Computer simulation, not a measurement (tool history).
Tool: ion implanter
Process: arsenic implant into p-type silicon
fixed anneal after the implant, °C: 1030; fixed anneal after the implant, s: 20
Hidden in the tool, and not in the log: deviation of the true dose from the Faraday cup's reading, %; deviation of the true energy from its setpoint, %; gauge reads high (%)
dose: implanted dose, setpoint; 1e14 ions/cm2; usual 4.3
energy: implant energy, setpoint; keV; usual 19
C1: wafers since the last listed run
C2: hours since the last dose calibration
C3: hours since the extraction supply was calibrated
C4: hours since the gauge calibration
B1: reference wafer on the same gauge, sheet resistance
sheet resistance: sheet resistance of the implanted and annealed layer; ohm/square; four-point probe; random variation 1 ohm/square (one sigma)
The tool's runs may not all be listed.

{"run": 1, "hour": 0.0, "dose": 4.3, "energy": 19, "C1": 0, "C2": 751.3, "C3": 3970.7, "C4": 1230.6, "B1": 261.27, "sheet resistance": 224.28}
{"run": 2, "hour": 66.4, "dose": 4.3, "energy": 19, "C1": 863, "C2": 817.7, "C3": 4037.1, "C4": 1297, "B1": 260.85, "sheet resistance": 224.15}
{"run": 3, "hour": 127.5, "dose": 4.3, "energy": 19, "C1": 794, "C2": 878.8, "C3": 4098.2, "C4": 1358.1, "B1": 260.91, "sheet resistance": 223.75}
{"run": 4, "hour": 183.4, "dose": 4.3, "energy": 19, "C1": 726, "C2": 934.7, "C3": 4154.1, "C4": 1414, "B1": 260.87, "sheet resistance": 224.55}
{"run": 5, "hour": 235.7, "dose": 4.3, "energy": 19, "C1": 679, "C2": 987, "C3": 4206.4, "C4": 1466.3, "B1": 260.98, "sheet resistance": 224.07}
{"run": 6, "hour": 288.2, "dose": 4.3, "energy": 19, "C1": 682, "C2": 1039.5, "C3": 4258.9, "C4": 1518.8, "B1": 261.29, "sheet resistance": 222.38}
{"run": 7, "hour": 352.2, "dose": 4.72, "energy": 21, "C1": 831, "C2": 1103.5, "C3": 4322.9, "C4": 1582.8, "B1": 261.06, "sheet resistance": 205.51}
{"run": 8, "hour": 382.9, "dose": 4.72, "energy": 21, "C1": 399, "C2": 1134.2, "C3": 4353.6, "C4": 1613.5, "B1": 261.02, "sheet resistance": 204.42}
{"run": 9, "hour": 434.1, "dose": 4.3, "energy": 24, "C1": 665, "C2": 1185.4, "C3": 4404.8, "C4": 1664.7, "B1": 260.95, "sheet resistance": 216.53}
{"run": 10, "hour": 498.8, "dose": 4.3, "energy": 24, "C1": 840, "C2": 1250.1, "C3": 4469.5, "C4": 1729.4, "B1": 260.93, "sheet resistance": 216.03}
{"run": 11, "hour": 551.9, "dose": 4.3, "energy": 24, "C1": 690, "C2": 1303.2, "C3": 4522.6, "C4": 1782.5, "B1": 261.15, "sheet resistance": 216.75}
{"run": 12, "hour": 583.6, "dose": 4.3, "energy": 19, "C1": 412, "C2": 1334.9, "C3": 4554.3, "C4": 1814.2, "B1": 261.29, "sheet resistance": 222.15}
{"run": 13, "hour": 628.4, "dose": 4.3, "energy": 19, "C1": 582, "C2": 1379.7, "C3": 4599.1, "C4": 1859, "B1": 260.95, "sheet resistance": 223.76}
{"run": 14, "hour": 666.6, "dose": 5.04, "energy": 24, "C1": 496, "C2": 1417.9, "C3": 4637.3, "C4": 1897.2, "B1": 261.15, "sheet resistance": 190.33}
{"run": 15, "hour": 737.7, "dose": 5.02, "energy": 19, "C1": 924, "C2": 1489, "C3": 4708.4, "C4": 1968.3, "B1": 261.2, "sheet resistance": 197.87}
{"run": 16, "hour": 785.4, "dose": 5.09, "energy": 14.5, "C1": 619, "C2": 1536.7, "C3": 4756.1, "C4": 2016, "B1": 261.24, "sheet resistance": 201.31}
{"run": 17, "hour": 843.7, "dose": 3.14, "energy": 15, "C1": 757, "C2": 1595, "C3": 4814.4, "C4": 2074.3, "B1": 260.88, "sheet resistance": 289.69}
{"run": 18, "hour": 868.3, "dose": 5.48, "energy": 12.5, "C1": 319, "C2": 1619.6, "C3": 4839, "C4": 2098.9, "B1": 260.74, "sheet resistance": 192.83}
{"run": 19, "hour": 910.4, "dose": 4.3, "energy": 14.5, "C1": 547, "C2": 1661.7, "C3": 4881.1, "C4": 2141, "B1": 261.2, "sheet resistance": 229.74}
{"run": 20, "hour": 942.1, "dose": 4.3, "energy": 19, "C1": 412, "C2": 1693.4, "C3": 4912.8, "C4": 2172.7, "B1": 260.78, "sheet resistance": 222.83}
{"run": 21, "hour": 981.2, "dose": 3.22, "energy": 24.5, "C1": 508, "C2": 1732.5, "C3": 4951.9, "C4": 2211.8, "B1": 261.03, "sheet resistance": 268.86}
{"hour": 1031.4, "done": "Faraday cup replaced and dose calibrated"}
{"run": 22, "hour": 1048.5, "dose": 4.3, "energy": 19, "C1": 770, "C2": 17.1, "C3": 5019.2, "C4": 2279.1, "B1": 261.25, "sheet resistance": 227.06}
{"hour": 1105.1, "done": "gauge calibrated"}
{"run": 23, "hour": 1228.7, "dose": 5.52, "energy": 14, "C1": 2342, "C2": 197.3, "C3": 5199.4, "C4": 123.6, "B1": 261.31, "sheet resistance": 192.83}
{"hour": 1265.6, "done": "extraction supply calibrated"}
{"run": 24, "hour": 1266.2, "dose": 5.57, "energy": 19, "C1": 383, "C2": 234.8, "C3": 0.6, "C4": 161.1, "B1": 260.93, "sheet resistance": 185.84}
{"run": 25, "hour": 1312.0, "dose": 3.84, "energy": 25.5, "C1": 595, "C2": 280.6, "C3": 46.4, "C4": 206.9, "B1": 261.06, "sheet resistance": 237.1}
{"run": 26, "hour": 1382.6, "dose": 3.67, "energy": 21.5, "C1": 917, "C2": 351.2, "C3": 117, "C4": 277.5, "B1": 260.89, "sheet resistance": 249.94}
{"run": 27, "hour": 1407.5, "dose": 3.02, "energy": 24, "C1": 323, "C2": 376.1, "C3": 141.9, "C4": 302.4, "B1": 261.17, "sheet resistance": 284.43}
{"run": 28, "hour": 1435.4, "dose": 3.66, "energy": 23, "C1": 362, "C2": 404, "C3": 169.8, "C4": 330.3, "B1": 261.16, "sheet resistance": 247.82}
{"run": 29, "hour": 1503.1, "dose": 5.31, "energy": 19, "C1": 879, "C2": 471.7, "C3": 237.5, "C4": 398, "B1": 261.09, "sheet resistance": 190.57}
{"run": 30, "hour": 1573.3, "dose": 4.3, "energy": 19, "C1": 912, "C2": 541.9, "C3": 307.7, "C4": 468.2, "B1": 261.14, "sheet resistance": 224}
{"run": 31, "hour": 1616.9, "dose": 3.84, "energy": 21, "C1": 566, "C2": 585.5, "C3": 351.3, "C4": 511.8, "B1": 261.06, "sheet resistance": 240.83}
{"run": 32, "hour": 1668.7, "dose": 4.73, "energy": 14.5, "C1": 673, "C2": 637.3, "C3": 403.1, "C4": 563.6, "B1": 260.69, "sheet resistance": 213.38}
{"run": 33, "hour": 1716.8, "dose": 4.73, "energy": 14.5, "C1": 625, "C2": 685.4, "C3": 451.2, "C4": 611.7, "B1": 261, "sheet resistance": 213.22}
{"run": 34, "hour": 1745.8, "dose": 4.72, "energy": 17, "C1": 376, "C2": 714.4, "C3": 480.2, "C4": 640.7, "B1": 260.98, "sheet resistance": 210.21}
{"run": 35, "hour": 1785.0, "dose": 3.44, "energy": 22, "C1": 509, "C2": 753.6, "C3": 519.4, "C4": 679.9, "B1": 261.28, "sheet resistance": 259.02}
{"run": 36, "hour": 1838.1, "dose": 3.95, "energy": 16.5, "C1": 690, "C2": 806.7, "C3": 572.5, "C4": 733, "B1": 261.05, "sheet resistance": 241.62}

Forecast each of these 5 alternatives for the next run:
{"run": "A", "hour": 1838.5, "dose": 3.64, "energy": 19, "C1": 5, "C2": 807.1, "C3": 572.9, "C4": 733.4, "B1": "?", "sheet resistance": "?"}
{"run": "B", "hour": 1838.5, "dose": 4.92, "energy": 19, "C1": 5, "C2": 807.1, "C3": 572.9, "C4": 733.4, "B1": "?", "sheet resistance": "?"}
{"run": "C", "hour": 1838.5, "dose": 3.19, "energy": 22.5, "C1": 5, "C2": 807.1, "C3": 572.9, "C4": 733.4, "B1": "?", "sheet resistance": "?"}
{"run": "D", "hour": 1838.5, "dose": 3.8, "energy": 13, "C1": 5, "C2": 807.1, "C3": 572.9, "C4": 733.4, "B1": "?", "sheet resistance": "?"}
{"run": "E", "hour": 1838.5, "dose": 3.71, "energy": 23, "C1": 5, "C2": 807.1, "C3": 572.9, "C4": 733.4, "B1": "?", "sheet resistance": "?"}

run=A B1=261.07 sheet_resistance=253.15
run=B B1=261.07 sheet_resistance=201.68
run=C B1=261.07 sheet_resistance=274.14
run=D B1=261.07 sheet_resistance=254.57
run=E B1=261.07 sheet_resistance=243.7
Without the tool's hidden state the same runs would have given:
run=A sheet_resistance=260.8
run=B sheet_resistance=207.7
run=C sheet_resistance=282.45
run=D sheet_resistance=262.28
run=E sheet_resistance=251.08

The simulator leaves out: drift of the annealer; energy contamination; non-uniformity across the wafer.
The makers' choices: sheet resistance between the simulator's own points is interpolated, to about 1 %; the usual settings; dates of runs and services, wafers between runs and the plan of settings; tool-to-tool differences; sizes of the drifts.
